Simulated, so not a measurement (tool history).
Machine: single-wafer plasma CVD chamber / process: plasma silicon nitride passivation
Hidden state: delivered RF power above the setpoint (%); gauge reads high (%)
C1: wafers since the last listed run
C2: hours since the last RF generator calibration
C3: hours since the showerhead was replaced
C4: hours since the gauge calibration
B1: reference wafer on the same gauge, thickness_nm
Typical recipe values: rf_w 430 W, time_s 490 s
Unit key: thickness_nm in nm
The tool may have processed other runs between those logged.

run 1 hour=0 | rf_w=430 time_s=490 | C1=0 C2=1214 C3=4149.8 C4=127.6 | B1=577.92 | thickness_nm=669.372
run 2 hour=11.2 | rf_w=430 time_s=490 | C1=47 C2=1225.2 C3=4161 C4=138.8 | B1=578.257 | thickness_nm=665.42
run 3 hour=27 | rf_w=430 time_s=490 | C1=67 C2=1241 C3=4176.8 C4=154.6 | B1=577.986 | thickness_nm=665.212
run 4 hour=35.2 | rf_w=430 time_s=490 | C1=34 C2=1249.2 C3=4185 C4=162.8 | B1=577.897 | thickness_nm=663.927
run 5 hour=49.6 | rf_w=430 time_s=490 | C1=61 C2=1263.6 C3=4199.4 C4=177.2 | B1=578.217 | thickness_nm=665.192
run 6 hour=59.7 | rf_w=430 time_s=490 | C1=43 C2=1273.7 C3=4209.5 C4=187.3 | B1=578.218 | thickness_nm=666.56
run 7 hour=68.2 | rf_w=430 time_s=490 | C1=36 C2=1282.2 C3=4218 C4=195.8 | B1=578.317 | thickness_nm=663.172
run 8 hour=82.9 | rf_w=490 time_s=490 | C1=62 C2=1296.9 C3=4232.7 C4=210.5 | B1=578.272 | thickness_nm=698.794
run 9 hour=93.2 | rf_w=490 time_s=490 | C1=43 C2=1307.2 C3=4243 C4=220.8 | B1=577.936 | thickness_nm=699.385
run 10 hour=105.3 | rf_w=490 time_s=490 | C1=51 C2=1319.3 C3=4255.1 C4=232.9 | B1=578.402 | thickness_nm=696.254
run 11 hour=112.5 | rf_w=430 time_s=543 | C1=30 C2=1326.5 C3=4262.3 C4=240.1 | B1=578.06 | thickness_nm=736.368
run 12 hour=120.5 | rf_w=465 time_s=490 | C1=34 C2=1334.5 C3=4270.3 C4=248.1 | B1=578.127 | thickness_nm=683.525
-- hour=134.8 showerhead replaced, of another model than before
run 13 hour=135.3 | rf_w=465 time_s=490 | C1=28 C2=1349.3 C3=0.5 C4=262.9 | B1=577.704 | thickness_nm=684.192
run 14 hour=139.6 | rf_w=465 time_s=490 | C1=18 C2=1353.6 C3=4.8 C4=267.2 | B1=577.781 | thickness_nm=684.568
run 15 hour=151.4 | rf_w=430 time_s=528 | C1=50 C2=1365.4 C3=16.6 C4=279 | B1=577.957 | thickness_nm=719.823
run 16 hour=157.8 | rf_w=455 time_s=457 | C1=27 C2=1371.8 C3=23 C4=285.4 | B1=577.578 | thickness_nm=631.963
run 17 hour=167.9 | rf_w=460 time_s=516 | C1=43 C2=1381.9 C3=33.1 C4=295.5 | B1=578.08 | thickness_nm=715.838
run 18 hour=180.3 | rf_w=390 time_s=490 | C1=52 C2=1394.3 C3=45.5 C4=307.9 | B1=577.796 | thickness_nm=647.043
run 19 hour=192.8 | rf_w=430 time_s=515 | C1=53 C2=1406.8 C3=58 C4=320.4 | B1=577.847 | thickness_nm=699.441
run 20 hour=209.6 | rf_w=380 time_s=400 | C1=71 C2=1423.6 C3=74.8 C4=337.2 | B1=578.012 | thickness_nm=523.534
run 21 hour=223.8 | rf_w=490 time_s=547 | C1=60 C2=1437.8 C3=89 C4=351.4 | B1=578.232 | thickness_nm=773.956

Expected results for the next run?
-- hour=234.8 RF generator calibrated
run 22 hour=235.3 | rf_w=430 time_s=532 | C1=14 C2=0.5 C3=100.5 C4=362.9 | B1=? | thickness_nm=?

B1: 577.785
thickness_nm: 737.528 nm
Were there no unlogged condition in the tool, this run, its random variation unchanged, would have produced thickness_nm 739.412 nm.
